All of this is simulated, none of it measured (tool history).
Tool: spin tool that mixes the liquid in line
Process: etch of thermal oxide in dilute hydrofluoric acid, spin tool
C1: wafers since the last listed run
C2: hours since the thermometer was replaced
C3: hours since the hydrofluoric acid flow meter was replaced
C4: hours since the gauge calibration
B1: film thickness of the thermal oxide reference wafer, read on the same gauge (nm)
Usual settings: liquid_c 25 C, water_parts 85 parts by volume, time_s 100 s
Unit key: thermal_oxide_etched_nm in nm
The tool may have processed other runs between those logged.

{"run": 1, "hour": 0.0, "liquid_c": 25, "water_parts": 75, "time_s": 100, "C1": 0, "C2": 783.5, "C3": 1158.6, "C4": 1228.5, "B1": 70, "thermal_oxide_etched_nm": 6.54}
{"hour": 34.0, "done": "hydrofluoric acid flow meter replaced"}
{"run": 2, "hour": 52.3, "liquid_c": 25, "water_parts": 75, "time_s": 100, "C1": 560, "C2": 835.8, "C3": 18.3, "C4": 1280.8, "B1": 70.02, "thermal_oxide_etched_nm": 6.41}
{"run": 3, "hour": 119.6, "liquid_c": 25, "water_parts": 75, "time_s": 100, "C1": 735, "C2": 903.1, "C3": 85.6, "C4": 1348.1, "B1": 70, "thermal_oxide_etched_nm": 6.43}
{"run": 4, "hour": 189.0, "liquid_c": 25, "water_parts": 85, "time_s": 100, "C1": 758, "C2": 972.5, "C3": 155, "C4": 1417.5, "B1": 70.03, "thermal_oxide_etched_nm": 5.62}
{"hour": 207.8, "done": "thermometer replaced"}
{"run": 5, "hour": 223.6, "liquid_c": 25, "water_parts": 85, "time_s": 100, "C1": 367, "C2": 15.8, "C3": 189.6, "C4": 1452.1, "B1": 70.01, "thermal_oxide_etched_nm": 5.9}
{"run": 6, "hour": 293.6, "liquid_c": 25, "water_parts": 85, "time_s": 100, "C1": 764, "C2": 85.8, "C3": 259.6, "C4": 1522.1, "B1": 70, "thermal_oxide_etched_nm": 5.91}
{"run": 7, "hour": 340.2, "liquid_c": 25, "water_parts": 85, "time_s": 100, "C1": 509, "C2": 132.4, "C3": 306.2, "C4": 1568.7, "B1": 70.01, "thermal_oxide_etched_nm": 5.88}
{"run": 8, "hour": 399.4, "liquid_c": 25, "water_parts": 85, "time_s": 100, "C1": 646, "C2": 191.6, "C3": 365.4, "C4": 1627.9, "B1": 70.02, "thermal_oxide_etched_nm": 5.96}
{"run": 9, "hour": 453.8, "liquid_c": 25, "water_parts": 85, "time_s": 100, "C1": 594, "C2": 246, "C3": 419.8, "C4": 1682.3, "B1": 70.01, "thermal_oxide_etched_nm": 5.84}
{"run": 10, "hour": 489.2, "liquid_c": 25, "water_parts": 55, "time_s": 100, "C1": 386, "C2": 281.4, "C3": 455.2, "C4": 1717.7, "B1": 70.01, "thermal_oxide_etched_nm": 9.4}
{"hour": 520.9, "done": "gauge calibrated"}
{"run": 11, "hour": 555.9, "liquid_c": 25, "water_parts": 55, "time_s": 100, "C1": 728, "C2": 348.1, "C3": 521.9, "C4": 35, "B1": 70, "thermal_oxide_etched_nm": 9.38}
{"run": 12, "hour": 601.6, "liquid_c": 25, "water_parts": 85, "time_s": 100, "C1": 499, "C2": 393.8, "C3": 567.6, "C4": 80.7, "B1": 70, "thermal_oxide_etched_nm": 5.74}
{"run": 13, "hour": 662.7, "liquid_c": 25, "water_parts": 85, "time_s": 100, "C1": 667, "C2": 454.9, "C3": 628.7, "C4": 141.8, "B1": 69.99, "thermal_oxide_etched_nm": 5.73}
{"run": 14, "hour": 727.8, "liquid_c": 25, "water_parts": 85, "time_s": 100, "C1": 711, "C2": 520, "C3": 693.8, "C4": 206.9, "B1": 70, "thermal_oxide_etched_nm": 5.78}
{"run": 15, "hour": 756.1, "liquid_c": 25, "water_parts": 85, "time_s": 100, "C1": 309, "C2": 548.3, "C3": 722.1, "C4": 235.2, "B1": 69.98, "thermal_oxide_etched_nm": 5.75}
{"run": 16, "hour": 811.8, "liquid_c": 28, "water_parts": 55, "time_s": 100, "C1": 608, "C2": 604, "C3": 777.8, "C4": 290.9, "B1": 70.01, "thermal_oxide_etched_nm": 10.42}
{"run": 17, "hour": 859.1, "liquid_c": 23.5, "water_parts": 85, "time_s": 125, "C1": 516, "C2": 651.3, "C3": 825.1, "C4": 338.2, "B1": 70.01, "thermal_oxide_etched_nm": 6.81}
{"run": 18, "hour": 913.0, "liquid_c": 25, "water_parts": 85, "time_s": 130, "C1": 588, "C2": 705.2, "C3": 879, "C4": 392.1, "B1": 70.02, "thermal_oxide_etched_nm": 7.3}
{"run": 19, "hour": 976.0, "liquid_c": 22, "water_parts": 125, "time_s": 75, "C1": 688, "C2": 768.2, "C3": 942, "C4": 455.1, "B1": 70.02, "thermal_oxide_etched_nm": 2.41}
{"run": 20, "hour": 1045.6, "liquid_c": 26.5, "water_parts": 85, "time_s": 150, "C1": 760, "C2": 837.8, "C3": 1011.6, "C4": 524.7, "B1": 70.01, "thermal_oxide_etched_nm": 8.96}
{"run": 21, "hour": 1088.5, "liquid_c": 25, "water_parts": 110, "time_s": 100, "C1": 468, "C2": 880.7, "C3": 1054.5, "C4": 567.6, "B1": 69.97, "thermal_oxide_etched_nm": 4.16}
{"run": 22, "hour": 1138.1, "liquid_c": 25, "water_parts": 85, "time_s": 135, "C1": 541, "C2": 930.3, "C3": 1104.1, "C4": 617.2, "B1": 70.01, "thermal_oxide_etched_nm": 7.57}
{"hour": 1160.8, "done": "thermometer replaced"}
{"run": 23, "hour": 1185.7, "liquid_c": 25, "water_parts": 85, "time_s": 100, "C1": 509, "C2": 24.9, "C3": 1151.7, "C4": 664.8, "B1": 70, "thermal_oxide_etched_nm": 6.01}
{"hour": 1211.8, "done": "hydrofluoric acid flow meter replaced"}
{"run": 24, "hour": 1239.9, "liquid_c": 27, "water_parts": 60, "time_s": 55, "C1": 581, "C2": 79.1, "C3": 28.1, "C4": 719, "B1": 69.99, "thermal_oxide_etched_nm": 5.21}
{"run": 25, "hour": 1393.1, "liquid_c": 25, "water_parts": 85, "time_s": 100, "C1": 1674, "C2": 232.3, "C3": 181.3, "C4": 872.2, "B1": 70, "thermal_oxide_etched_nm": 5.86}
{"run": 26, "hour": 1419.0, "liquid_c": 25, "water_parts": 85, "time_s": 100, "C1": 283, "C2": 258.2, "C3": 207.2, "C4": 898.1, "B1": 69.99, "thermal_oxide_etched_nm": 5.89}
{"run": 27, "hour": 1468.9, "liquid_c": 26.5, "water_parts": 85, "time_s": 120, "C1": 545, "C2": 308.1, "C3": 257.1, "C4": 948, "B1": 69.99, "thermal_oxide_etched_nm": 7.57}
{"run": 28, "hour": 1518.2, "liquid_c": 25, "water_parts": 85, "time_s": 100, "C1": 538, "C2": 357.4, "C3": 306.4, "C4": 997.3, "B1": 69.99, "thermal_oxide_etched_nm": 5.83}
{"run": 29, "hour": 1550.9, "liquid_c": 25, "water_parts": 95, "time_s": 80, "C1": 357, "C2": 390.1, "C3": 339.1, "C4": 1030, "B1": 70, "thermal_oxide_etched_nm": 4.08}
{"run": 30, "hour": 1606.9, "liquid_c": 20.5, "water_parts": 85, "time_s": 100, "C1": 611, "C2": 446.1, "C3": 395.1, "C4": 1086, "B1": 70.01, "thermal_oxide_etched_nm": 4.82}
{"run": 31, "hour": 1641.2, "liquid_c": 22.5, "water_parts": 85, "time_s": 160, "C1": 374, "C2": 480.4, "C3": 429.4, "C4": 1120.3, "B1": 70.01, "thermal_oxide_etched_nm": 8.33}
{"run": 32, "hour": 1685.4, "liquid_c": 29, "water_parts": 100, "time_s": 80, "C1": 482, "C2": 524.6, "C3": 473.6, "C4": 1164.5, "B1": 69.98, "thermal_oxide_etched_nm": 4.55}

Below are 5 alternative next runs, each starting from the tool's condition after run 32. Predict each:
{"run": "A", "hour": 1685.8, "liquid_c": 25, "water_parts": 85, "time_s": 100, "C1": 4, "C2": 525, "C3": 474, "C4": 1164.9, "B1": "?", "thermal_oxide_etched_nm": "?"}
{"run": "B", "hour": 1685.8, "liquid_c": 27, "water_parts": 100, "time_s": 100, "C1": 4, "C2": 525, "C3": 474, "C4": 1164.9, "B1": "?", "thermal_oxide_etched_nm": "?"}
{"run": "C", "hour": 1685.8, "liquid_c": 21, "water_parts": 125, "time_s": 70, "C1": 4, "C2": 525, "C3": 474, "C4": 1164.9, "B1": "?", "thermal_oxide_etched_nm": "?"}
{"run": "D", "hour": 1685.8, "liquid_c": 25, "water_parts": 85, "time_s": 160, "C1": 4, "C2": 525, "C3": 474, "C4": 1164.9, "B1": "?", "thermal_oxide_etched_nm": "?"}
{"run": "E", "hour": 1685.8, "liquid_c": 28, "water_parts": 60, "time_s": 100, "C1": 4, "C2": 525, "C3": 474, "C4": 1164.9, "B1": "?", "thermal_oxide_etched_nm": "?"}

run=A B1=69.98 thermal_oxide_etched_nm=5.72
run=B B1=69.98 thermal_oxide_etched_nm=5.16
run=C B1=69.98 thermal_oxide_etched_nm=2.21
run=D B1=69.98 thermal_oxide_etched_nm=9.15
run=E B1=69.98 thermal_oxide_etched_nm=9.44
With the hidden condition removed and each run's random variation left untouched, the same runs would have given:
run=A thermal_oxide_etched_nm=5.95
run=B thermal_oxide_etched_nm=5.36
run=C thermal_oxide_etched_nm=2.3
run=D thermal_oxide_etched_nm=9.52
run=E thermal_oxide_etched_nm=9.82

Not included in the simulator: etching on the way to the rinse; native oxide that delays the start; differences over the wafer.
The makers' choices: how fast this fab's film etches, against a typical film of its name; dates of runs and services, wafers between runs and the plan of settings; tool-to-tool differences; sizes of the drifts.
